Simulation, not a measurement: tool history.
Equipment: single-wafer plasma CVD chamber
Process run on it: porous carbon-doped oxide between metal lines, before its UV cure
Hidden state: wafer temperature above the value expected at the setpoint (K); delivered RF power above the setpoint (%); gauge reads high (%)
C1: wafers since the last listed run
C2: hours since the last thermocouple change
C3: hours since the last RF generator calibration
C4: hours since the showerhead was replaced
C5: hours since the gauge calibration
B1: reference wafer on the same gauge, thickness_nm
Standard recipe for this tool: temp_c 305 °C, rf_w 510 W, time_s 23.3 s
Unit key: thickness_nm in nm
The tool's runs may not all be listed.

Run 1, hour 0: usual settings; C1 0; C2 1975.7; C3 1222.1; C4 4211.6; C5 978; B1 102.918. Result: thickness_nm 121.446 nm.
Run 2, hour 44.8: usual settings; C1 839; C2 2020.5; C3 1266.9; C4 4256.4; C5 1022.8; B1 103.03. Result: thickness_nm 121.966 nm.
At hour 171.3: gauge calibrated.
Run 3, hour 244.9: usual settings; C1 3747; C2 2220.6; C3 1467; C4 4456.5; C5 73.6; B1 102.931. Result: thickness_nm 120.485 nm.
Run 4, hour 352.1: usual settings; C1 2007; C2 2327.8; C3 1574.2; C4 4563.7; C5 180.8; B1 103.076. Result: thickness_nm 120.82 nm.
Run 5, hour 447.3: usual settings but temp_c 311 °C; C1 1782; C2 2423; C3 1669.4; C4 4658.9; C5 276; B1 103.069. Result: thickness_nm 116.633 nm.
Run 6, hour 488.9: usual settings but temp_c 311 °C; C1 779; C2 2464.6; C3 1711; C4 4700.5; C5 317.6; B1 103.169. Result: thickness_nm 116.061 nm.
Run 7, hour 569.8: usual settings; C1 1515; C2 2545.5; C3 1791.9; C4 4781.4; C5 398.5; B1 102.872. Result: thickness_nm 119.609 nm.
Run 8, hour 607.1: usual settings; C1 698; C2 2582.8; C3 1829.2; C4 4818.7; C5 435.8; B1 103.07. Result: thickness_nm 119.913 nm.
Run 9, hour 707.9: usual settings; C1 1887; C2 2683.6; C3 1930; C4 4919.5; C5 536.6; B1 102.959. Result: thickness_nm 119.58 nm.
At hour 734: RF generator calibrated.
At hour 753.8: thermocouple changed; heater temperature recalibrated.
Run 10, hour 754.3: usual settings but temp_c 301 °C; C1 569; C2 0.5; C3 20.3; C4 4965.9; C5 583; B1 102.91. Result: thickness_nm 125.276 nm.
Run 11, hour 830: usual settings but temp_c 301 °C; C1 1417; C2 76.2; C3 96; C4 5041.6; C5 658.7; B1 103.228. Result: thickness_nm 125.631 nm.
Run 12, hour 867.3: usual settings but temp_c 301 °C; C1 698; C2 113.5; C3 133.3; C4 5078.9; C5 696; B1 102.81. Result: thickness_nm 124.692 nm.
Run 13, hour 934.5: usual settings but temp_c 317 °C; C1 1258; C2 180.7; C3 200.5; C4 5146.1; C5 763.2; B1 103.19. Result: thickness_nm 116.043 nm.
Run 14, hour 1036.4: usual settings; C1 1908; C2 282.6; C3 302.4; C4 5248; C5 865.1; B1 102.962. Result: thickness_nm 122.693 nm.
Run 15, hour 1137.2: usual settings but temp_c 313 °C, rf_w 575 W, time_s 20.9 s; C1 1887; C2 383.4; C3 403.2; C4 5348.8; C5 965.9; B1 102.874. Result: thickness_nm 110.905 nm.
Run 16, hour 1235.4: usual settings but rf_w 485 W; C1 1839; C2 481.6; C3 501.4; C4 5447; C5 1064.1; B1 102.808. Result: thickness_nm 118.842 nm.
At hour 1244.8: gauge calibrated.
Run 17, hour 1314.4: usual settings but temp_c 309 °C, rf_w 610 W, time_s 26 s; C1 1479; C2 560.6; C3 580.4; C4 5526; C5 69.6; B1 102.961. Result: thickness_nm 146.941 nm.
Run 18, hour 1358.2: usual settings but rf_w 415 W; C1 820; C2 604.4; C3 624.2; C4 5569.8; C5 113.4; B1 103.113. Result: thickness_nm 110.992 nm.
Run 19, hour 1484.9: usual settings; C1 2372; C2 731.1; C3 750.9; C4 5696.5; C5 240.1; B1 102.92. Result: thickness_nm 122.316 nm.
At hour 1582.9: showerhead replaced.
Run 20, hour 1696.5: usual settings but temp_c 318 °C, rf_w 570 W, time_s 19.1 s; C1 3813; C2 942.7; C3 962.5; C4 113.6; C5 451.7; B1 102.969. Result: thickness_nm 99.29 nm.
Run 21, hour 1788.4: usual settings; C1 1721; C2 1034.6; C3 1054.4; C4 205.5; C5 543.6; B1 102.873. Result: thickness_nm 121.393 nm.
Run 22, hour 1891: usual settings but temp_c 296 °C, time_s 26.2 s; C1 1921; C2 1137.2; C3 1157; C4 308.1; C5 646.2; B1 103.089. Result: thickness_nm 141.675 nm.
Run 23, hour 1954.2: usual settings but temp_c 296 °C, time_s 20.6 s; C1 1183; C2 1200.4; C3 1220.2; C4 371.3; C5 709.4; B1 102.898. Result: thickness_nm 113.183 nm.

Run 24 comes next. What will it give?
Run 24, hour 2032.7: usual settings but temp_c 320 °C, rf_w 455 W; C1 1470; C2 1278.9; C3 1298.7; C4 449.8; C5 787.9; B1 ?. Result: thickness_nm ?.

B1: 102.974
thickness_nm: 107.49 nm
The same run, on a tool lacking any hidden state, would have yielded thickness_nm 109.676 nm.

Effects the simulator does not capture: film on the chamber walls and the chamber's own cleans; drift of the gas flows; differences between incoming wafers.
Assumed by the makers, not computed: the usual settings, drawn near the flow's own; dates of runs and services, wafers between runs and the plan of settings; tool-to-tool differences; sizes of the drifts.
